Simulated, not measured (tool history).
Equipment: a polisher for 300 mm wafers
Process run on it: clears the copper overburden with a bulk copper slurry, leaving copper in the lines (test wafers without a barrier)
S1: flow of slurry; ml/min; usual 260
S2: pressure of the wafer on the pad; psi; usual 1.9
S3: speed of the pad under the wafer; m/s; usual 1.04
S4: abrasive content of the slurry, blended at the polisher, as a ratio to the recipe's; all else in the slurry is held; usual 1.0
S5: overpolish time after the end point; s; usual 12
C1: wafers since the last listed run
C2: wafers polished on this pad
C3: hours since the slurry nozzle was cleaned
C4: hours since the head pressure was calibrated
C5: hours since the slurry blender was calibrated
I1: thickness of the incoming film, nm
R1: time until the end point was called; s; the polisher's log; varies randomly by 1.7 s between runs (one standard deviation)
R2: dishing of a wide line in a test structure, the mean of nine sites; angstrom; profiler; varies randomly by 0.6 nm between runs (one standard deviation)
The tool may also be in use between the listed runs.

run 1 day=0.000 | S1=260 S2=1.9 S3=1.04 S4=1.0 S5=12 | C1=0 C2=432 C3=51.2 C4=534.6 C5=133.2 | I1=780.2 | R1=132.9 R2=384
-- day=4.871 worn pad replaced by a new one
run 2 day=6.396 | S1=260 S2=1.9 S3=1.04 S4=1.0 S5=12 | C1=908 C2=222 C3=204.7 C4=688.1 C5=286.7 | I1=789.5 | R1=130.1 R2=395
run 3 day=8.696 | S1=260 S2=1.9 S3=1.30 S4=1.0 S5=12 | C1=335 C2=557 C3=259.9 C4=743.3 C5=341.9 | I1=770.5 | R1=106.0 R2=440
run 4 day=10.521 | S1=260 S2=1.9 S3=1.30 S4=1.0 S5=12 | C1=266 C2=823 C3=303.7 C4=787.1 C5=385.7 | I1=768.0 | R1=109.9 R2=433
-- day=11.729 worn pad replaced by a new one
run 5 day=12.783 | S1=315 S2=1.9 S3=1.04 S4=1.0 S5=12 | C1=305 C2=153 C3=358.0 C4=841.4 C5=440.0 | I1=770.0 | R1=121.8 R2=410
-- day=13.325 slurry nozzle cleaned
-- day=13.846 slurry blender recalibrated
run 6 day=15.504 | S1=315 S2=1.9 S3=1.04 S4=1.0 S5=12 | C1=378 C2=531 C3=52.3 C4=906.7 C5=39.8 | I1=785.2 | R1=131.5 R2=393
run 7 day=16.792 | S1=315 S2=1.9 S3=1.04 S4=1.0 S5=12 | C1=187 C2=719 C3=83.2 C4=937.6 C5=70.7 | I1=770.7 | R1=133.3 R2=385
run 8 day=18.604 | S1=260 S2=1.9 S3=1.04 S4=1.0 S5=8 | C1=264 C2=983 C3=126.7 C4=981.1 C5=114.2 | I1=771.4 | R1=138.1 R2=285
run 9 day=19.883 | S1=260 S2=1.9 S3=1.04 S4=1.0 S5=8 | C1=186 C2=1170 C3=157.4 C4=1011.8 C5=144.9 | I1=767.4 | R1=134.6 R2=284

Run 10 has not been measured yet. What should we expect?
-- day=20.375 worn pad replaced by a new one
run 10 day=21.396 | S1=260 S2=2.3 S3=0.86 S4=1.2 S5=7 | C1=196 C2=148 C3=193.7 C4=1048.1 C5=181.2 | I1=775.9 | R1=? R2=?

Logged for run 10: R1 114.6 s, R2 281 angstrom.
Without the tool's hidden state the same run would have given R1 109.7 s, R2 291 angstrom.
